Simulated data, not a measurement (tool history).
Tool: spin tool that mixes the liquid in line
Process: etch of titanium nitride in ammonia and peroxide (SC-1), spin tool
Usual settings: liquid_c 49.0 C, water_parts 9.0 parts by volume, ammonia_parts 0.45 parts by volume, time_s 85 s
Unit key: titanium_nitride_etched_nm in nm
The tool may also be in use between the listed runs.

run,hour,liquid_c,water_parts,ammonia_parts,time_s,wafers since the last listed run,hours since the thermometer was replaced,hours since the ammonia flow meter was replaced,hours since the heated supply line was repaired,hours since the drum of ammonia solution was connected,hours since the gauge calibration,"read-back film thickness of the titanium nitride reference wafer, read on the same gauge (nm)",titanium_nitride_etched_nm
1,0.0,49.0,11.0,0.45,85,0,970.8,2207.1,1645.8,776.5,133.4,79.99,6.39
2,15.4,49.0,11.0,0.45,85,132,986.2,2222.5,1661.2,791.9,148.8,80.01,6.39
3,25.3,49.0,11.0,0.45,85,85,996.1,2232.4,1671.1,801.8,158.7,80.00,6.35
4,35.7,49.0,9.0,0.45,85,89,1006.5,2242.8,1681.5,812.2,169.1,79.99,7.12
# hour 37.0: new drum of ammonia solution connected
5,48.4,49.0,9.0,0.45,85,100,1019.2,2255.5,1694.2,11.4,181.8,79.99,7.10
6,64.1,49.0,9.0,0.45,85,135,1034.9,2271.2,1709.9,27.1,197.5,79.95,7.01
7,71.6,54.0,9.0,0.45,85,64,1042.4,2278.7,1717.4,34.6,205.0,79.97,10.12
# hour 73.3: thermometer replaced
8,85.6,49.0,13.5,0.45,50,112,12.3,2292.7,1731.4,48.6,219.0,80.01,3.86
9,91.9,49.0,9.0,0.45,85,54,18.6,2299.0,1737.7,54.9,225.3,80.00,8.10
# hour 100.7: heated supply line repaired
10,101.2,49.0,9.0,0.60,85,71,27.9,2308.3,0.5,64.2,234.6,80.02,8.49
# hour 106.3: ammonia flow meter replaced
11,112.5,49.0,5.0,0.60,85,88,39.2,6.2,11.8,75.5,245.9,80.01,11.21
12,127.6,49.0,9.0,0.45,85,130,54.3,21.3,26.9,90.6,261.0,79.96,8.04
13,138.5,49.0,6.5,0.35,135,94,65.2,32.2,37.8,101.5,271.9,79.97,14.35
14,144.6,49.0,9.0,0.45,85,52,71.3,38.3,43.9,107.6,278.0,79.98,8.08
15,157.4,49.0,9.0,0.45,85,110,84.1,51.1,56.7,120.4,290.8,80.01,8.00
# hour 163.0: gauge calibrated
16,165.4,40.5,9.0,0.45,85,69,92.1,59.1,64.7,128.4,2.4,79.99,4.27
17,173.0,40.0,7.5,0.30,85,65,99.7,66.7,72.3,136.0,10.0,80.05,4.27
18,222.5,49.0,9.0,0.60,130,427,149.2,116.2,121.8,185.5,59.5,80.05,12.69
19,238.0,42.0,5.0,0.25,85,133,164.7,131.7,137.3,201.0,75.0,80.01,5.75
20,247.9,49.0,5.5,0.55,120,85,174.6,141.6,147.2,210.9,84.9,80.01,14.64
21,259.7,49.0,11.0,0.45,105,101,186.4,153.4,159.0,222.7,96.7,79.99,8.81
22,267.5,49.0,9.0,0.45,50,67,194.2,161.2,166.8,230.5,104.5,79.98,4.61
23,280.9,40.0,9.0,0.60,85,115,207.6,174.6,180.2,243.9,117.9,80.01,4.31
24,292.2,49.0,11.0,0.45,85,97,218.9,185.9,191.5,255.2,129.2,80.00,7.01
25,322.4,45.0,7.5,0.50,35,260,249.1,216.1,221.7,285.4,159.4,80.00,2.67

Below are 3 alternative next runs, each starting from the tool's condition after run 25. Predict each:
A,322.8,49.0,9.0,0.45,85,3,249.5,216.5,222.1,285.8,159.8,?,?
B,322.8,58.0,9.0,0.45,85,3,249.5,216.5,222.1,285.8,159.8,?,?
C,322.8,49.0,10.0,0.45,45,3,249.5,216.5,222.1,285.8,159.8,?,?

run,"read-back film thickness of the titanium nitride reference wafer, read on the same gauge (nm)",titanium_nitride_etched_nm
A,79.98,7.86
B,79.98,14.57
C,79.98,3.94
Take away the tool's hidden state, keep each run's random variation, and the runs would have read:
run,titanium_nitride_etched_nm
A,8.42
B,15.56
C,4.22

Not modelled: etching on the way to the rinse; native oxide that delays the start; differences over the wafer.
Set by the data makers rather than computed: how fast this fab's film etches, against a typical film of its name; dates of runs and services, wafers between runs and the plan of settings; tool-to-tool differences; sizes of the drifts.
